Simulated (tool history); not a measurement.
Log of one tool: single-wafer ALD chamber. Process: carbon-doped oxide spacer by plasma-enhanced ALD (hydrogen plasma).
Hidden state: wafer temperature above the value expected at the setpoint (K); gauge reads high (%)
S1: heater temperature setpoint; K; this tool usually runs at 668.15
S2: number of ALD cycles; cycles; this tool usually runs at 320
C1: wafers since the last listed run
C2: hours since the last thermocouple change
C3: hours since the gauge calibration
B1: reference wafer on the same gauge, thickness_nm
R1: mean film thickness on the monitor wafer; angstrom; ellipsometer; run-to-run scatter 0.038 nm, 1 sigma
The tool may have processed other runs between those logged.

{"run": 1, "day": 0.0, "S1": 668.15, "S2": 363, "C1": 0, "C2": 2076.4, "C3": 16.0, "B1": 16.5, "R1": 175.13}
{"run": 2, "day": 0.662, "S1": 656.15, "S2": 320, "C1": 18, "C2": 2092.3, "C3": 31.9, "B1": 16.509, "R1": 153.29}
{"run": 3, "day": 1.15, "S1": 656.15, "S2": 320, "C1": 13, "C2": 2104.0, "C3": 43.6, "B1": 16.499, "R1": 154.12}
{"run": 4, "day": 1.596, "S1": 674.15, "S2": 320, "C1": 12, "C2": 2114.7, "C3": 54.3, "B1": 16.499, "R1": 153.7}
{"run": 5, "day": 1.95, "S1": 675.15, "S2": 320, "C1": 10, "C2": 2123.2, "C3": 62.8, "B1": 16.496, "R1": 151.96}
{"run": 6, "day": 2.254, "S1": 675.15, "S2": 320, "C1": 8, "C2": 2130.5, "C3": 70.1, "B1": 16.502, "R1": 152.66}
{"run": 7, "day": 2.712, "S1": 675.15, "S2": 320, "C1": 13, "C2": 2141.5, "C3": 81.1, "B1": 16.5, "R1": 153.05}
{"run": 8, "day": 3.262, "S1": 668.15, "S2": 291, "C1": 15, "C2": 2154.7, "C3": 94.3, "B1": 16.5, "R1": 140.48}
{"run": 9, "day": 3.85, "S1": 676.15, "S2": 320, "C1": 16, "C2": 2168.8, "C3": 108.4, "B1": 16.501, "R1": 152.64}
{"run": 10, "day": 4.479, "S1": 676.15, "S2": 320, "C1": 17, "C2": 2183.9, "C3": 123.5, "B1": 16.503, "R1": 152.25}
{"run": 11, "day": 5.012, "S1": 676.15, "S2": 320, "C1": 15, "C2": 2196.7, "C3": 136.3, "B1": 16.506, "R1": 152.69}
{"run": 12, "day": 5.562, "S1": 662.15, "S2": 320, "C1": 15, "C2": 2209.9, "C3": 149.5, "B1": 16.502, "R1": 153.34}
{"run": 13, "day": 5.846, "S1": 662.15, "S2": 320, "C1": 8, "C2": 2216.7, "C3": 156.3, "B1": 16.503, "R1": 153.89}
{"run": 14, "day": 6.567, "S1": 662.15, "S2": 320, "C1": 20, "C2": 2234.0, "C3": 173.6, "B1": 16.495, "R1": 153.29}
{"run": 15, "day": 7.229, "S1": 668.15, "S2": 320, "C1": 18, "C2": 2249.9, "C3": 189.5, "B1": 16.494, "R1": 153.44}
{"run": 16, "day": 9.162, "S1": 668.15, "S2": 320, "C1": 54, "C2": 2296.3, "C3": 235.9, "B1": 16.499, "R1": 153.92}
{"run": 17, "day": 9.846, "S1": 668.15, "S2": 320, "C1": 19, "C2": 2312.7, "C3": 252.3, "B1": 16.496, "R1": 153.36}
{"run": 18, "day": 10.167, "S1": 668.15, "S2": 338, "C1": 9, "C2": 2320.4, "C3": 260.0, "B1": 16.5, "R1": 162.12}
{"day": 11.062, "done": "thermocouple changed; heater temperature recalibrated"}
{"run": 19, "day": 11.083, "S1": 668.15, "S2": 320, "C1": 16, "C2": 0.5, "C3": 282.0, "B1": 16.493, "R1": 153.1}
{"run": 20, "day": 11.221, "S1": 668.15, "S2": 320, "C1": 3, "C2": 3.8, "C3": 285.3, "B1": 16.494, "R1": 153.13}
{"run": 21, "day": 11.658, "S1": 668.15, "S2": 320, "C1": 12, "C2": 14.3, "C3": 295.8, "B1": 16.508, "R1": 153.99}
{"run": 22, "day": 13.779, "S1": 668.15, "S2": 320, "C1": 60, "C2": 65.2, "C3": 346.7, "B1": 16.499, "R1": 153.44}
{"run": 23, "day": 14.179, "S1": 661.15, "S2": 302, "C1": 11, "C2": 74.8, "C3": 356.3, "B1": 16.499, "R1": 144.56}
{"run": 24, "day": 14.846, "S1": 672.15, "S2": 353, "C1": 18, "C2": 90.8, "C3": 372.3, "B1": 16.497, "R1": 169.35}
{"run": 25, "day": 15.471, "S1": 668.15, "S2": 320, "C1": 17, "C2": 105.8, "C3": 387.3, "B1": 16.503, "R1": 153.69}
{"day": 15.954, "done": "gauge calibrated"}
{"run": 26, "day": 16.025, "S1": 654.15, "S2": 320, "C1": 15, "C2": 119.1, "C3": 1.7, "B1": 16.495, "R1": 154.25}
{"run": 27, "day": 16.292, "S1": 660.15, "S2": 292, "C1": 7, "C2": 125.5, "C3": 8.1, "B1": 16.51, "R1": 140.05}
{"run": 28, "day": 16.679, "S1": 668.15, "S2": 320, "C1": 11, "C2": 134.8, "C3": 17.4, "B1": 16.501, "R1": 153.2}
{"run": 29, "day": 17.096, "S1": 668.15, "S2": 320, "C1": 11, "C2": 144.8, "C3": 27.4, "B1": 16.492, "R1": 153.97}
{"run": 30, "day": 17.758, "S1": 668.15, "S2": 320, "C1": 18, "C2": 160.7, "C3": 43.3, "B1": 16.501, "R1": 153.69}
{"run": 31, "day": 18.175, "S1": 676.15, "S2": 283, "C1": 11, "C2": 170.7, "C3": 53.3, "B1": 16.501, "R1": 133.8}
{"run": 32, "day": 18.433, "S1": 653.15, "S2": 342, "C1": 7, "C2": 176.9, "C3": 59.5, "B1": 16.495, "R1": 163.71}
{"run": 33, "day": 19.058, "S1": 668.15, "S2": 380, "C1": 17, "C2": 191.9, "C3": 74.5, "B1": 16.493, "R1": 182.66}
{"run": 34, "day": 19.662, "S1": 659.15, "S2": 376, "C1": 17, "C2": 206.4, "C3": 89.0, "B1": 16.503, "R1": 180.56}
{"run": 35, "day": 20.375, "S1": 661.15, "S2": 336, "C1": 20, "C2": 223.5, "C3": 106.1, "B1": 16.504, "R1": 161.19}
{"run": 36, "day": 20.646, "S1": 668.15, "S2": 320, "C1": 7, "C2": 230.0, "C3": 112.6, "B1": 16.501, "R1": 154.47}
{"run": 37, "day": 21.196, "S1": 680.15, "S2": 364, "C1": 15, "C2": 243.2, "C3": 125.8, "B1": 16.501, "R1": 170.72}
{"run": 38, "day": 21.567, "S1": 674.15, "S2": 264, "C1": 10, "C2": 252.1, "C3": 134.7, "B1": 16.498, "R1": 125.83}
{"run": 39, "day": 21.829, "S1": 661.15, "S2": 380, "C1": 7, "C2": 258.4, "C3": 141.0, "B1": 16.492, "R1": 182.94}
{"run": 40, "day": 22.308, "S1": 668.15, "S2": 320, "C1": 13, "C2": 269.9, "C3": 152.5, "B1": 16.504, "R1": 154.05}
{"run": 41, "day": 22.971, "S1": 657.15, "S2": 359, "C1": 18, "C2": 285.8, "C3": 168.4, "B1": 16.494, "R1": 171.89}
{"run": 42, "day": 24.875, "S1": 676.15, "S2": 320, "C1": 54, "C2": 331.5, "C3": 214.1, "B1": 16.491, "R1": 151.94}
{"run": 43, "day": 25.262, "S1": 658.15, "S2": 297, "C1": 11, "C2": 340.8, "C3": 223.4, "B1": 16.494, "R1": 142.63}
{"run": 44, "day": 25.721, "S1": 668.15, "S2": 370, "C1": 13, "C2": 351.8, "C3": 234.4, "B1": 16.506, "R1": 177.92}
{"run": 45, "day": 26.446, "S1": 657.15, "S2": 263, "C1": 20, "C2": 369.2, "C3": 251.8, "B1": 16.501, "R1": 126.28}

How the hidden state differs across the entries between the runs, from the last listed run before each to the first after it:
After run 18, before run 19: thermocouple changed; heater temperature recalibrated (day 11.062)
  the hidden state is the same at both runs
After run 25, before run 26: gauge calibrated (day 15.954)
  the hidden state is the same at both runs
